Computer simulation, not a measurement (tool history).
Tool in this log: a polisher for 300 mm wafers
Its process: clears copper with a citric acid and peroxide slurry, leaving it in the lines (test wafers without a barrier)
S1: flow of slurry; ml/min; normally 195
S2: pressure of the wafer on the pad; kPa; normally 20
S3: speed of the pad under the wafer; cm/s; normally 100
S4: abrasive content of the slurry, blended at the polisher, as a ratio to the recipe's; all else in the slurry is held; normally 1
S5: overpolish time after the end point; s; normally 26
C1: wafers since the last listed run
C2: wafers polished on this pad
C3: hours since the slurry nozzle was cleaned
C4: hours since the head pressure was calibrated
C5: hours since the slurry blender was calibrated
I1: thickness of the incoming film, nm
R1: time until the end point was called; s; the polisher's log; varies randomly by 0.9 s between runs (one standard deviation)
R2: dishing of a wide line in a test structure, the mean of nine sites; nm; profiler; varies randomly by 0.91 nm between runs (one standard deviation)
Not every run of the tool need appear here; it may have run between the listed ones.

Run 1, hour 0: usual settings but S5 35 s; C1 0; C2 2305; C3 155; C4 211.2; C5 108; I1 177.6. Result: R1 70.5 s, R2 60 nm.
At hour 32.3: worn pad replaced by a new one.
Run 2, hour 38.9: usual settings but S5 35 s; C1 360; C2 68; C3 193.9; C4 250.1; C5 146.9; I1 174.3. Result: R1 69.3 s, R2 57.6 nm.
Run 3, hour 67.3: usual settings; C1 293; C2 361; C3 222.3; C4 278.5; C5 175.3; I1 173.7. Result: R1 69.4 s, R2 47 nm.
Run 4, hour 100.5: usual settings but S4 1.25, S5 20 s; C1 343; C2 705; C3 255.5; C4 311.7; C5 208.5; I1 175.4. Result: R1 66.6 s, R2 38.3 nm.
Run 5, hour 136.3: usual settings but S4 1.25, S5 20 s; C1 370; C2 1075; C3 291.3; C4 347.5; C5 244.3; I1 172.6. Result: R1 64.9 s, R2 37.7 nm.
Run 6, hour 160.6: usual settings but S4 1.25, S5 20 s; C1 251; C2 1326; C3 315.6; C4 371.8; C5 268.6; I1 177.2. Result: R1 68.8 s, R2 36.8 nm.
Run 7, hour 191.9: usual settings but S2 24.1 kPa; C1 323; C2 1650; C3 346.9; C4 403.1; C5 299.9; I1 173.9. Result: R1 61 s, R2 50.7 nm.
At hour 212.7: slurry blender recalibrated.
Run 8, hour 223.4: usual settings but S2 24.1 kPa; C1 305; C2 1955; C3 378.4; C4 434.6; C5 10.7; I1 171.9. Result: R1 62 s, R2 50.5 nm.
Run 9, hour 248.8: usual settings; C1 262; C2 2218; C3 403.8; C4 460; C5 36.1; I1 178. Result: R1 72.6 s, R2 43.9 nm.
Run 10, hour 280.8: usual settings; C1 330; C2 2549; C3 435.8; C4 492; C5 68.1; I1 176.2. Result: R1 71.7 s, R2 45.3 nm.
At hour 292.8: worn pad replaced by a new one.
Run 11, hour 346.7: usual settings; C1 640; C2 557; C3 501.7; C4 557.9; C5 134; I1 171.5. Result: R1 74.7 s, R2 44.5 nm.
Run 12, hour 382.3: usual settings; C1 368; C2 925; C3 537.3; C4 593.5; C5 169.6; I1 174.9. Result: R1 77 s, R2 42.5 nm.
At hour 415.4: slurry nozzle cleaned.
Run 13, hour 452.8: usual settings but S2 17.2 kPa, S3 74 cm/s; C1 718; C2 1644; C3 37.4; C4 664; C5 240.1; I1 174.9. Result: R1 92.6 s, R2 35.4 nm.
At hour 525.1: slurry blender recalibrated.
Run 14, hour 616.3: usual settings but S5 41 s; C1 1670; C2 3314; C3 200.9; C4 827.5; C5 91.2; I1 175.3. Result: R1 70.2 s, R2 66.2 nm.
At hour 630.5: worn pad replaced by a new one.
Run 15, hour 708.1: usual settings; C1 907; C2 802; C3 292.7; C4 919.3; C5 183; I1 175. Result: R1 72.9 s, R2 45.3 nm.
Run 16, hour 768.1: usual settings but S3 132 cm/s, S5 31 s; C1 620; C2 1423; C3 352.7; C4 979.3; C5 243; I1 177.2. Result: R1 60.3 s, R2 59 nm.
Run 17, hour 794.6: usual settings; C1 274; C2 1697; C3 379.2; C4 1005.8; C5 269.5; I1 173.3. Result: R1 72.9 s, R2 44.5 nm.
At hour 805.9: slurry blender recalibrated.
Run 18, hour 829.8: usual settings; C1 343; C2 2040; C3 414.4; C4 1041; C5 23.9; I1 174.9. Result: R1 73.8 s, R2 44.1 nm.
Run 19, hour 869: usual settings but S1 170 ml/min; C1 405; C2 2446; C3 453.6; C4 1080.2; C5 63.1; I1 175. Result: R1 78.6 s, R2 43.8 nm.
At hour 904.2: slurry nozzle cleaned.
At hour 922.8: head pressure recalibrated.
Run 20, hour 938.1: usual settings; C1 683; C2 3129; C3 33.9; C4 15.3; C5 132.2; I1 174.8. Result: R1 68.3 s, R2 45.9 nm.
At hour 973: worn pad replaced by a new one.
Run 21, hour 998.5: usual settings but S2 15.9 kPa, S3 112 cm/s, S4 0.8; C1 583; C2 263; C3 94.3; C4 75.7; C5 192.6; I1 173.7. Result: R1 80.3 s, R2 40.5 nm.
Run 22, hour 1048.1: usual settings but S2 24.1 kPa, S5 41 s; C1 512; C2 776; C3 143.9; C4 125.3; C5 242.2; I1 173.8. Result: R1 59.8 s, R2 79.3 nm.
Run 23, hour 1093.5: usual settings but S2 24.8 kPa, S4 0.9; C1 469; C2 1246; C3 189.3; C4 170.7; C5 287.6; I1 178.5. Result: R1 61.6 s, R2 53.8 nm.
At hour 1130.6: slurry blender recalibrated.
Run 24, hour 1207.6: usual settings but S4 1.25, S5 20 s; C1 1159; C2 2405; C3 303.4; C4 284.8; C5 77; I1 176.2. Result: R1 65.4 s, R2 39.6 nm.
At hour 1242.5: worn pad replaced by a new one.
Run 25, hour 1254.5: usual settings but S2 16.5 kPa, S4 0.8, S5 18 s; C1 443; C2 123; C3 350.3; C4 331.7; C5 123.9; I1 174.2. Result: R1 88.3 s, R2 27.9 nm.
Run 26, hour 1322.7: usual settings but S2 15.2 kPa, S3 90 cm/s, S4 1.15, S5 30 s; C1 705; C2 829; C3 418.5; C4 399.9; C5 192.1; I1 176. Result: R1 92.5 s, R2 41.7 nm.
Run 27, hour 1411: usual settings but S1 175 ml/min, S4 1.25, S5 21 s; C1 913; C2 1742; C3 506.8; C4 488.2; C5 280.4; I1 176.2. Result: R1 73.6 s, R2 35.8 nm.

Predict each of these 5 candidate next runs independently; none follows another, all start after run 27:
Run A, hour 1411.5: usual settings; C1 5; C2 1747; C3 507.3; C4 488.7; C5 280.9; I1 176.3. Result: R1 ?, R2 ?.
Run B, hour 1411.5: usual settings but S1 240 ml/min; C1 5; C2 1747; C3 507.3; C4 488.7; C5 280.9; I1 176.3. Result: R1 ?, R2 ?.
Run C, hour 1411.5: usual settings but S1 160 ml/min, S2 15.9 kPa, S3 88 cm/s, S4 1.1; C1 5; C2 1747; C3 507.3; C4 488.7; C5 280.9; I1 176.3. Result: R1 ?, R2 ?.
Run D, hour 1411.5: usual settings but S2 25.5 kPa, S3 114 cm/s, S4 0.75, S5 33 s; C1 5; C2 1747; C3 507.3; C4 488.7; C5 280.9; I1 176.3. Result: R1 ?, R2 ?.
Run E, hour 1411.5: usual settings but S4 0.8, S5 30 s; C1 5; C2 1747; C3 507.3; C4 488.7; C5 280.9; I1 176.3. Result: R1 ?, R2 ?.

run     R1    R2
  A   76.1  43.3
  B   72.6  45.1
  C  100.6  33.7
  D   61.7  63.3
  E   79.9  46.9
What these runs would have given with no unlogged condition in the tool:
run    R1    R2
  A    69  47.1
  B  67.1  48.2
  C  89.3  37.5
  D    56  68.3
  E  72.4  50.9
